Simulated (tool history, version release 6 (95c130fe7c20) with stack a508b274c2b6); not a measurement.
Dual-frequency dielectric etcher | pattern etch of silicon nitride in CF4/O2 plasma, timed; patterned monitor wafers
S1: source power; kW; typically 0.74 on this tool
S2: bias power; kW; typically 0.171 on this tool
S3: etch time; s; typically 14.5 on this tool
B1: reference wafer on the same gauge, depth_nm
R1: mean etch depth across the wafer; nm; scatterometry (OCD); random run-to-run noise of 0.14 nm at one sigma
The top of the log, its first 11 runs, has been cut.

{"run": 12, "day": 23.992, "S1": 0.74, "S2": 0.171, "S3": 14.5, "B1": 39.93, "R1": 42.15}
{"day": 25.875, "done": "gauge calibrated"}
{"day": 26.35, "done": "upper electrode replaced"}
{"run": 13, "day": 26.371, "S1": 0.74, "S2": 0.171, "S3": 14.5, "B1": 39.9, "R1": 41.98}
{"run": 14, "day": 29.279, "S1": 0.74, "S2": 0.171, "S3": 14.5, "B1": 39.93, "R1": 42.33}
{"run": 15, "day": 32.242, "S1": 0.79, "S2": 0.139, "S3": 18.5, "B1": 39.88, "R1": 53.64}
{"day": 33.408, "done": "source power generator calibrated"}
{"day": 34.133, "done": "bias power generator calibrated"}
{"run": 16, "day": 34.154, "S1": 0.58, "S2": 0.171, "S3": 12, "B1": 39.89, "R1": 25.61}
{"run": 17, "day": 35.038, "S1": 0.85, "S2": 0.171, "S3": 14.5, "B1": 39.91, "R1": 46.65}
{"run": 18, "day": 36.625, "S1": 0.74, "S2": 0.171, "S3": 14.5, "B1": 39.88, "R1": 40.32}
{"day": 38.788, "done": "wet clean of the chamber"}
{"run": 19, "day": 38.808, "S1": 0.62, "S2": 0.171, "S3": 14.5, "B1": 39.84, "R1": 33.16}
{"run": 20, "day": 40.992, "S1": 0.9, "S2": 0.16, "S3": 14.5, "B1": 39.94, "R1": 48.08}
{"run": 21, "day": 43.883, "S1": 0.74, "S2": 0.137, "S3": 17.5, "B1": 39.91, "R1": 44.65}
{"run": 22, "day": 45.321, "S1": 0.74, "S2": 0.171, "S3": 14.5, "B1": 39.89, "R1": 40.26}
{"run": 23, "day": 48.267, "S1": 0.74, "S2": 0.171, "S3": 14.5, "B1": 39.88, "R1": 40.11}
{"run": 24, "day": 49.938, "S1": 0.74, "S2": 0.19, "S3": 14.5, "B1": 39.86, "R1": 41.96}
{"run": 25, "day": 50.946, "S1": 0.85, "S2": 0.129, "S3": 14.5, "B1": 39.9, "R1": 42.23}
{"run": 26, "day": 52.958, "S1": 0.63, "S2": 0.171, "S3": 16, "B1": 39.88, "R1": 37.69}
{"run": 27, "day": 54.362, "S1": 0.74, "S2": 0.171, "S3": 14.5, "B1": 39.89, "R1": 40.38}
{"run": 28, "day": 57.229, "S1": 0.58, "S2": 0.197, "S3": 12.5, "B1": 39.88, "R1": 28.43}
{"day": 59.433, "done": "wet clean of the chamber"}
{"run": 29, "day": 60.204, "S1": 0.74, "S2": 0.157, "S3": 14.5, "B1": 39.87, "R1": 39.28}
{"run": 30, "day": 61.45, "S1": 0.74, "S2": 0.183, "S3": 11, "B1": 39.9, "R1": 31.61}

Here are 4 independent what-if runs from the current tool condition. What would each one return?
{"run": "A", "day": 61.467, "S1": 0.74, "S2": 0.171, "S3": 13, "B1": "?", "R1": "?"}
{"run": "B", "day": 61.467, "S1": 0.74, "S2": 0.171, "S3": 18, "B1": "?", "R1": "?"}
{"run": "C", "day": 61.467, "S1": 0.74, "S2": 0.207, "S3": 18, "B1": "?", "R1": "?"}
{"run": "D", "day": 61.467, "S1": 0.74, "S2": 0.171, "S3": 16.5, "B1": "?", "R1": "?"}

run=A B1=39.94 R1=36.41
run=B B1=39.94 R1=50.41
run=C B1=39.94 R1=54.2
run=D B1=39.94 R1=46.21
Stripped of hidden state, with their random variation kept, the same runs would have yielded:
run=A R1=36.49
run=B R1=50.53
run=C R1=54.32
run=D R1=46.32
